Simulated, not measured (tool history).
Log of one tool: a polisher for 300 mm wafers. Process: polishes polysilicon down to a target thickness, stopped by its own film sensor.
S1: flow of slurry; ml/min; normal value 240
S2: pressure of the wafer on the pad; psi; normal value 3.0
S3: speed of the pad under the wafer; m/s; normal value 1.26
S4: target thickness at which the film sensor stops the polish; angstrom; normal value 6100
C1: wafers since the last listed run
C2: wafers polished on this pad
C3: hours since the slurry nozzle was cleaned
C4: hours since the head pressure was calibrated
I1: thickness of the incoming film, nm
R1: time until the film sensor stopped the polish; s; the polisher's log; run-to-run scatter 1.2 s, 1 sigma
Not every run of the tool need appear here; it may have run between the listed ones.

run	hour	S1	S2	S3	S4	C1	C2	C3	C4	I1	R1
1	0.0	240	3.0	1.26	6100	0	147	293.0	915.4	1482.8	80.4
2	10.1	240	3.0	1.26	6100	79	226	303.1	925.5	1477.8	80.1
3	25.9	240	3.0	1.26	6100	123	350	318.9	941.3	1485.3	80.8
4	38.3	240	3.0	1.26	6100	97	447	331.3	953.7	1498.3	83.4
5	49.1	240	3.0	1.26	6100	84	531	342.1	964.5	1506.4	86.2
6	79.2	240	3.3	1.26	6100	235	767	372.2	994.6	1504.8	77.7
# hour 92.6: head pressure recalibrated
7	93.1	240	3.3	1.26	6100	93	860	386.1	0.5	1500.4	79.9
# hour 106.7: worn pad replaced by a new one, of another model than before
8	108.3	240	3.0	1.26	6100	87	12	401.3	15.7	1502.0	76.0
9	120.2	240	3.0	1.26	6100	93	105	413.2	27.6	1519.6	79.4
10	137.5	240	3.3	1.26	6100	135	241	430.5	44.9	1514.5	77.9
11	146.6	185	3.0	1.26	3110	71	312	439.6	54.0	1515.0	112.3
# hour 148.0: slurry nozzle cleaned
12	164.4	240	3.0	0.86	7890	131	443	16.4	71.8	1477.9	78.9
13	171.1	240	3.6	1.26	6100	52	496	23.1	78.5	1521.7	75.3
14	181.6	240	3.6	1.26	6100	82	578	33.6	89.0	1489.4	71.2
15	196.1	240	2.1	1.26	6100	113	691	48.1	103.5	1515.6	110.3
16	202.4	160	3.0	1.26	6100	49	741	54.4	109.8	1511.8	89.1
17	214.3	240	3.0	1.12	6100	93	834	66.3	121.7	1525.1	95.7

Some steps in R1, run to run, broken into two amounts with sign: the step expected even without the hidden condition (settings, incoming material, random variation), and the rest, left for the hidden condition together with whatever gauge scatter is not in both the measured and the hidden-condition-free result:
Hidden state at play: removal rate lost through wear of the pad, %; slurry flow missing at the pad, %; deviation of the head's pressure from its setpoint, %.
Run 7 -> 8: S2 3.3 -> 3.0, worn pad replaced by a new one, of another model than before. R1 -3.9 s: hidden state -9.1, all else +5.2.
Run 14 -> 15: S2 3.6 -> 2.1. R1 +39.1 s: hidden state +4.5, all else +34.6.
